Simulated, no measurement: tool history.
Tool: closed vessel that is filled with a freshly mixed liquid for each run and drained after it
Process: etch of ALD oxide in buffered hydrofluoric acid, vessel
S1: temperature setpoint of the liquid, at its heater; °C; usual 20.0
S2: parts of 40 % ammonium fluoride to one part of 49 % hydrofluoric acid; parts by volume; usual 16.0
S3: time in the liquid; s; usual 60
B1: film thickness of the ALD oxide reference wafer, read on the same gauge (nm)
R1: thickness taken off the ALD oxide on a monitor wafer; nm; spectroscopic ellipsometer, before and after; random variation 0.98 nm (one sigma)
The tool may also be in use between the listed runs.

run	day	S1	S2	S3	B1	R1
1	0.000	24.0	16.0	60	50.00	159.73
2	2.725	24.0	16.0	60	49.99	159.33
3	3.833	20.0	16.0	60	50.00	126.86
4	6.117	20.0	16.0	60	50.00	125.39
5	8.146	20.0	16.0	60	50.00	126.73
6	9.821	20.0	16.0	60	50.00	127.66
7	11.625	20.0	16.0	60	50.01	124.03
8	13.171	20.0	16.0	60	49.99	125.07
9	14.204	20.0	16.0	60	50.01	124.64
10	15.825	20.0	16.0	60	50.01	125.85
11	17.612	18.5	16.0	60	50.00	115.69
12	18.796	18.5	16.0	60	50.02	113.94
13	20.096	20.0	19.0	60	50.00	105.04
14	22.317	20.0	19.0	60	50.00	105.24
15	24.050	24.0	16.0	60	50.01	155.35
16	25.821	25.0	10.5	45	50.00	183.42
17	27.254	20.0	16.0	60	49.98	122.48
18	29.554	23.0	14.5	85	50.01	223.71
19	31.342	20.0	21.0	85	49.99	136.91
20	37.179	23.5	20.5	95	49.98	183.87
21	38.404	20.0	12.5	60	49.98	153.48
# day 40.892: gauge calibrated
22	41.296	20.0	16.0	75	50.00	150.76
23	42.375	23.0	14.5	85	49.97	225.08
24	45.371	17.0	11.0	30	50.00	74.48
# day 46.621: thermometer replaced
25	48.288	20.0	16.0	60	50.01	133.89
26	50.150	20.0	9.5	45	50.01	162.70
27	51.829	17.0	11.0	85	50.02	229.49
# day 52.362: hydrofluoric acid flow meter replaced
28	54.762	24.0	16.0	80	50.01	222.94
29	57.171	20.0	13.0	60	50.01	163.06
30	58.883	20.0	16.0	60	50.01	133.16
31	61.250	20.0	16.0	60	50.02	132.49
32	64.000	20.0	16.0	40	50.00	88.28
33	66.150	23.0	16.0	30	49.99	77.99
34	68.254	18.5	19.0	60	50.00	101.89
35	69.258	17.0	16.0	90	50.00	169.24

Measured less the same run without the tool's hidden state. The same run-to-run variation is in both; the gauge's scatter may not be:
The hidden state here: liquid colder than its thermometer reads (K); hydrofluoric acid flow below the setpoint (%); gauge reads high (%).
run	R1
1	-10.69
2	-11.12
3	-9.26
4	-9.45
5	-9.86
6	-10.25
7	-10.18
8	-10.49
9	-10.61
10	-10.95
11	-10.45
12	-10.44
13	-9.67
14	-10.01
15	-14.64
16	-17.47
17	-12.33
18	-22.73
19	-14.49
20	-20.24
21	-17.55
22	-17.73
23	-26.19
24	-9.32
25	-0.91
26	-1.47
27	-2.51
28	-3.06
29	-2.67
30	-2.42
31	-2.78
32	-2.11
33	-2.00
34	-3.00
35	-5.12

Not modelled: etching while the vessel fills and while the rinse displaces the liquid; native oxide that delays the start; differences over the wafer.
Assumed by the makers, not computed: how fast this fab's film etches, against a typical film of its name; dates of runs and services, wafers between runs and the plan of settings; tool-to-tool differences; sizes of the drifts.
